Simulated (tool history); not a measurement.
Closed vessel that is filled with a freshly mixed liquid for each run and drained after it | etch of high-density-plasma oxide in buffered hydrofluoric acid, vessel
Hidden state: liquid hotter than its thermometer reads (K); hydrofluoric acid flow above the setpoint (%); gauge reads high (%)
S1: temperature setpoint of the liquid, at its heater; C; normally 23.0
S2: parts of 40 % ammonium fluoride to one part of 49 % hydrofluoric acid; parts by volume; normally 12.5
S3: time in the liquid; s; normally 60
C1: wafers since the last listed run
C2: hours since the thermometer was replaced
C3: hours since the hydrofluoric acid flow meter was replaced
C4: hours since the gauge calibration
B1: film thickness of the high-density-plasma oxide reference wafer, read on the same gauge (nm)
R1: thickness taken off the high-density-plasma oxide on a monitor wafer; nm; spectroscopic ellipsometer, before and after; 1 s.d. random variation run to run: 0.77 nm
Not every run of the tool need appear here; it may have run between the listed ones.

run	hour	S1	S2	S3	C1	C2	C3	C4	B1	R1
1	0.0	23.0	12.5	60	0	2673.7	568.5	274.2	130.01	101.78
2	14.7	23.0	12.5	60	1682	2688.4	583.2	288.9	129.99	103.01
3	99.8	23.0	12.5	75	9741	2773.5	668.3	374.0	130.02	128.06
4	115.8	23.0	12.5	75	1831	2789.5	684.3	390.0	129.98	127.59
5	137.4	23.0	12.5	75	2472	2811.1	705.9	411.6	130.02	130.22
6	154.9	23.0	12.5	60	2003	2828.6	723.4	429.1	130.02	102.58
7	177.8	27.0	12.5	60	2621	2851.5	746.3	452.0	130.03	129.87
8	207.2	27.0	12.5	60	3365	2880.9	775.7	481.4	130.03	129.97
9	221.8	25.5	12.5	45	1671	2895.5	790.3	496.0	129.95	89.05
# hour 237.8: thermometer replaced
10	255.9	23.0	12.5	60	3789	18.1	824.4	530.1	129.95	106.01
11	288.3	23.0	12.5	60	3708	50.5	856.8	562.5	130.00	103.80
12	321.5	23.0	14.0	60	3800	83.7	890.0	595.7	130.03	94.98
13	357.3	23.0	15.0	85	4098	119.5	925.8	631.5	129.98	125.20
14	384.9	23.0	12.5	60	3159	147.1	953.4	659.1	130.01	106.85
15	407.2	23.0	12.5	60	2552	169.4	975.7	681.4	130.00	106.34
16	430.0	23.0	12.5	60	2609	192.2	998.5	704.2	130.01	107.82
# hour 437.7: hydrofluoric acid flow meter replaced
17	450.4	23.0	12.5	60	2220	212.6	12.7	724.6	130.00	95.38
18	478.3	25.0	17.0	75	3193	240.5	40.6	752.5	130.03	99.54
19	495.3	25.5	12.5	45	1946	257.5	57.6	769.5	129.97	81.57
# hour 498.0: gauge calibrated
20	526.4	23.0	12.5	30	3560	288.6	88.7	28.4	129.98	48.29
21	553.1	23.0	16.5	90	3056	315.3	115.4	55.1	129.98	109.13
22	574.4	23.0	15.5	90	2438	336.6	136.7	76.4	129.99	117.07
23	604.3	26.5	16.0	30	3422	366.5	166.6	106.3	129.99	46.20
24	625.2	20.0	12.5	80	2392	387.4	187.5	127.2	130.02	110.37
25	644.0	23.0	12.5	30	2152	406.2	206.3	146.0	130.03	48.71
26	657.1	28.0	12.5	60	1499	419.3	219.4	159.1	129.99	127.09
27	682.7	18.5	14.5	40	2930	444.9	245.0	184.7	130.01	44.19
28	716.4	25.0	17.0	50	3857	478.6	278.7	218.4	130.02	67.60

Each row is a separate what-if for the run after 28, all from the same tool condition, not one after another. Results?
A	717.1	23.0	10.5	60	80	479.3	279.4	219.1	?	?
B	717.1	26.0	10.0	75	80	479.3	279.4	219.1	?	?
C	717.1	25.0	16.0	60	80	479.3	279.4	219.1	?	?
D	717.1	23.0	17.0	30	80	479.3	279.4	219.1	?	?

run	B1	R1
A	129.98	117.25
B	129.98	179.10
C	129.98	86.61
D	129.98	36.57
Had the tool no hidden state, the same runs would have come out as:
run	R1
A	113.97
B	175.84
C	84.16
D	35.54

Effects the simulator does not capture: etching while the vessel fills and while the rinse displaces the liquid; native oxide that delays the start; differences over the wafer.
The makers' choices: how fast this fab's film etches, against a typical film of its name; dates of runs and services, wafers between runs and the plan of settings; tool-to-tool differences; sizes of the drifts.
